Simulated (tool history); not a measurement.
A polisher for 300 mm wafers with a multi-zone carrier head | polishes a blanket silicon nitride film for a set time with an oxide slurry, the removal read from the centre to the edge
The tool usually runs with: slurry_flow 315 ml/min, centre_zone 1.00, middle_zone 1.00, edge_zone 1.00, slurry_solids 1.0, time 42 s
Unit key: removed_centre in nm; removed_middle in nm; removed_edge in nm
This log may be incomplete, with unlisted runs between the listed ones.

run	hour	slurry_flow	centre_zone	middle_zone	edge_zone	slurry_solids	time	incoming thickness of the incoming film, nm	removed_centre	removed_middle	removed_edge
1	0.0	315	1.00	0.92	1.00	1.0	42	385.9	15.6	16.8	17.3
2	7.1	315	1.00	1.00	1.00	1.0	42	385.7	15.7	17.8	17.8
3	14.3	315	1.00	1.00	1.00	1.0	42	381.8	15.5	18.0	18.0
4	31.9	315	1.00	1.00	1.00	1.0	42	386.0	15.5	18.2	18.3
5	48.9	315	1.03	1.05	1.00	1.0	42	382.2	16.4	18.8	18.0
6	63.8	315	1.03	1.05	1.00	1.0	42	378.2	15.9	18.9	17.6
7	76.4	315	1.00	1.00	1.00	1.0	37	381.9	13.6	16.0	15.9
8	110.7	315	1.00	1.08	1.00	1.0	42	376.7	15.3	19.0	17.9
9	119.1	315	1.00	1.00	1.00	1.0	42	378.8	15.5	17.8	18.4
10	138.6	315	1.00	1.00	1.00	1.0	42	378.0	15.9	18.0	18.1
11	147.2	315	1.00	1.00	1.00	1.0	42	385.1	15.1	18.0	17.9
12	155.5	315	1.06	1.00	1.00	1.2	42	373.1	18.5	20.4	20.8
13	172.4	240	1.07	1.00	1.00	0.7	48	377.6	13.8	13.5	13.4
14	189.7	315	1.00	0.96	1.00	1.0	42	384.3	17.0	17.4	17.3
15	206.5	315	1.00	1.00	0.92	1.0	32	371.9	13.0	13.7	13.0
16	214.4	315	0.88	1.11	1.12	1.0	32	375.8	11.3	14.9	14.1
17	223.9	315	1.00	1.00	1.00	1.0	42	372.8	16.6	18.1	18.2
18	236.1	400	0.94	1.10	1.00	1.0	53	376.6	20.5	24.8	23.1
19	244.1	315	1.11	0.90	1.00	1.0	42	386.6	18.8	16.5	17.9
20	260.2	315	1.00	1.00	1.00	1.0	42	375.5	16.4	17.8	18.2
21	277.2	225	1.07	1.00	1.00	1.0	42	375.0	16.9	17.4	17.6
22	316.4	315	1.00	1.00	1.00	1.0	42	378.3	16.7	18.2	18.0

Not shown: 6 entries that the log had between the listed runs. Between which runs, and how does the tool's hidden state differ before and after?
Between runs 7 and 8: worn pad replaced by a new one (hour 101.0)
  deviation of the centre zone's pressure from its setpoint, %: -11.8 -> -11.9
  the result without the hidden state subtracted from the measured one, removed_centre: -1.9 -> -2.1 nm
Between runs 9 and 10: edge zone pressure recalibrated (hour 138.1)
  deviation of the centre zone's pressure from its setpoint, %: -11.9 -> -12
  the result without the hidden state subtracted from the measured one, removed_centre: -2.1 -> -2.1 nm
Between runs 12 and 13: carrier head's membrane replaced by a new one (hour 162.1); centre zone pressure recalibrated (hour 166.5)
  deviation of the centre zone's pressure from its setpoint, %: -12 -> -2.37
  the result without the hidden state subtracted from the measured one, removed_centre: -2.6 -> -0.3 nm
Between runs 14 and 15: slurry nozzle cleaned (hour 194.7)
  deviation of the centre zone's pressure from its setpoint, %: -2.95 -> -3.49
  the result without the hidden state subtracted from the measured one, removed_centre: -0.5 -> -0.5 nm
Between runs 15 and 16: worn pad replaced by a new one (hour 212.6)
  deviation of the centre zone's pressure from its setpoint, %: -3.49 -> -3.74
  the result without the hidden state subtracted from the measured one, removed_centre: -0.5 -> -0.4 nm
